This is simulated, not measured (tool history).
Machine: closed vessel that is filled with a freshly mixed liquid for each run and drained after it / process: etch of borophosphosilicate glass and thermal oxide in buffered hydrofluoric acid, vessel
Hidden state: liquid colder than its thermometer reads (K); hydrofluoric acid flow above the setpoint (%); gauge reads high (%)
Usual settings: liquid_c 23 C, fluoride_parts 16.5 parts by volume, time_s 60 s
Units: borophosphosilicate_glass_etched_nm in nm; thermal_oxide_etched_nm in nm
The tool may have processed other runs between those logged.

run	day	liquid_c	fluoride_parts	time_s	wafers since the last listed run	hours since the thermometer was replaced	hours since the hydrofluoric acid flow meter was replaced	hours since the gauge calibration	read-back film thickness of the borophosphosilicate glass reference wafer, read on the same gauge (nm)	read-back film thickness of the thermal oxide reference wafer, read on the same gauge (nm)	borophosphosilicate_glass_etched_nm	thermal_oxide_etched_nm
1	0	23	16.5	85	0	2820.5	771.4	240.7	140	90	97.37	54.4
2	0.842	23	16.5	85	2035	2840.7	791.6	260.9	139.99	90.01	97.69	54.1
3	1.454	24.5	19	60	1481	2855.4	806.3	275.6	139.99	90	64.34	36.3
4	2.875	24.5	19	60	3435	2889.5	840.4	309.7	139.99	90.04	64.92	36.09
5	4.212	23	16.5	60	3234	2921.6	872.5	341.8	140.01	90	69.3	38.4
6	5.258	23	21	30	2528	2946.7	897.6	366.9	139.99	90	27.67	15.41
# day 5.858: thermometer replaced
7	6.362	18.5	16.5	30	2569	12.1	924.1	393.4	140.01	90.03	26.85	14.94
8	7.6	23	22.5	40	2992	41.8	953.8	423.1	139.97	90	34.91	19.67
9	9.1	20	10	45	3627	77.8	989.8	459.1	139.99	90.02	72.09	39.78
10	9.933	23	11.5	60	2015	97.8	1009.8	479.1	140.01	90.01	98.49	54.69
11	10.742	23	16.5	60	1954	117.2	1029.2	498.5	140	90.03	68.72	38.51
12	11.762	27.5	19.5	60	2468	141.7	1053.7	523	140.01	90	74.31	41.98
13	12.65	23	14.5	70	2146	163	1075	544.3	140.01	90.03	90.82	50.87
# day 12.779: hydrofluoric acid flow meter replaced
# day 13.35: gauge calibrated
14	15.308	23	20	60	6327	226.8	60.7	47	139.97	89.99	56.77	31.83
15	16.696	23	20	60	3355	260.1	94	80.3	140	90	56.8	32
16	17.208	23	16.5	60	1239	272.4	106.3	92.6	140.01	89.99	69.16	38.45
17	18.329	23	20	60	2710	299.3	133.2	119.5	140	90	57.21	31.43
18	19.379	23	21	60	2539	324.5	158.4	144.7	140.02	90	54.8	30.99
19	20.725	23	16.5	60	3254	356.8	190.7	177	140.01	89.99	68.91	38.2
20	22.092	19.5	16.5	60	3304	389.6	223.5	209.8	140	90.01	56.93	31.52
21	23.183	23	16.5	60	2639	415.8	249.7	236	140	89.98	68.66	38.37
22	24.446	23	16.5	45	3052	446.1	280	266.3	140.01	89.99	51.89	29.04
23	25.362	19	10	30	2216	468.1	302	288.3	140.02	89.99	45.62	24.99
24	26.642	23	16.5	60	3093	498.8	332.7	319	139.99	89.99	69.38	38.15
25	27.838	26	18.5	75	2891	527.5	361.4	347.7	139.98	90.01	91.02	50.4

Consider 4 possible next runs. They are alternatives, not a sequence: every one starts from the tool as it was left by run 25. What does each give?
A	27.867	23	16.5	60	70	528.2	362.1	348.4	?	?	?	?
B	27.867	26	16.5	30	70	528.2	362.1	348.4	?	?	?	?
C	27.867	21	19	75	70	528.2	362.1	348.4	?	?	?	?
D	27.867	19.5	16.5	70	70	528.2	362.1	348.4	?	?	?	?

run	read-back film thickness of the borophosphosilicate glass reference wafer, read on the same gauge (nm)	read-back film thickness of the thermal oxide reference wafer, read on the same gauge (nm)	borophosphosilicate_glass_etched_nm	thermal_oxide_etched_nm
A	139.99	90.02	69.11	38.52
B	139.99	90.02	40.63	22.68
C	139.99	90.02	67.33	37.5
D	139.99	90.02	66.5	36.98
Stripped of hidden state, with their random variation kept, the same runs would have yielded:
run	borophosphosilicate_glass_etched_nm	thermal_oxide_etched_nm
A	69.11	38.52
B	40.63	22.68
C	67.33	37.5
D	66.5	36.98
